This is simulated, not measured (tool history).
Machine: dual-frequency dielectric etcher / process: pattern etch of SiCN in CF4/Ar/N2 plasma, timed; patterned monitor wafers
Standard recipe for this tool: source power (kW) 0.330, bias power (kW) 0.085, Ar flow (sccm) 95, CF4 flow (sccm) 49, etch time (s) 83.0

| run | day | source power (kW) | bias power (kW) | Ar flow (sccm) | CF4 flow (sccm) | etch time (s) | read-back reference wafer on the same gauge, depth_nm | mean etch depth across the wafer (angstrom) |
|---|---|---|---|---|---|---|---|---|
| 1 | 0.000 | 0.330 | 0.085 | 95 | 49 | 71.0 | 47.3 | 456 |
| 2 | 1.196 | 0.330 | 0.085 | 95 | 49 | 83.0 | 47.2 | 534 |
| 3 | 2.346 | 0.330 | 0.085 | 95 | 49 | 83.0 | 47.2 | 534 |
| 4 | 3.754 | 0.330 | 0.085 | 95 | 49 | 83.0 | 47.2 | 533 |
|  | 4.958 | wet clean of the chamber |
|  | 5.146 | Ar flow controller replaced |
| 5 | 5.167 | 0.290 | 0.085 | 95 | 49 | 83.0 | 47.1 | 465 |
| 6 | 5.838 | 0.290 | 0.085 | 95 | 49 | 83.0 | 47.1 | 463 |
| 7 | 6.658 | 0.330 | 0.085 | 95 | 49 | 83.0 | 47.0 | 533 |
|  | 6.879 | bias power generator calibrated |
| 8 | 7.317 | 0.330 | 0.085 | 95 | 49 | 83.0 | 47.1 | 530 |
|  | 8.921 | CF4 flow controller replaced |
|  | 9.075 | upper electrode replaced |
| 9 | 9.096 | 0.400 | 0.067 | 71 | 49 | 83.0 | 47.0 | 607 |
| 10 | 9.371 | 0.260 | 0.085 | 95 | 56 | 83.0 | 47.0 | 424 |
| 11 | 9.950 | 0.330 | 0.085 | 95 | 49 | 83.0 | 47.0 | 532 |
|  | 11.121 | gauge calibrated |
| 12 | 11.138 | 0.370 | 0.092 | 95 | 49 | 103.0 | 47.7 | 776 |
|  | 12.233 | source power generator calibrated |
| 13 | 12.254 | 0.330 | 0.069 | 95 | 49 | 67.0 | 47.6 | 396 |
| 14 | 14.021 | 0.280 | 0.085 | 89 | 49 | 89.5 | 47.4 | 489 |
| 15 | 14.938 | 0.330 | 0.085 | 95 | 49 | 83.0 | 47.4 | 533 |
| 16 | 15.588 | 0.380 | 0.070 | 95 | 42 | 83.0 | 47.4 | 547 |

4 ways to go on from here, each from the tool as it stands after run 16. What would each give?
| A | 15.604 | 0.330 | 0.085 | 95 | 49 | 83.0 | ? | ? |
| B | 15.604 | 0.330 | 0.085 | 95 | 37 | 83.0 | ? | ? |
| C | 15.604 | 0.330 | 0.085 | 95 | 49 | 100.5 | ? | ? |
| D | 15.604 | 0.260 | 0.085 | 95 | 49 | 74.0 | ? | ? |

| run | read-back reference wafer on the same gauge, depth_nm | mean etch depth across the wafer (angstrom) |
|---|---|---|
| A | 47.3 | 537 |
| B | 47.3 | 498 |
| C | 47.3 | 650 |
| D | 47.3 | 371 |
What these runs would have given with no unlogged condition in the tool:
| run | mean etch depth across the wafer (angstrom) |
|---|---|
| A | 541 |
| B | 502 |
| C | 655 |
| D | 374 |
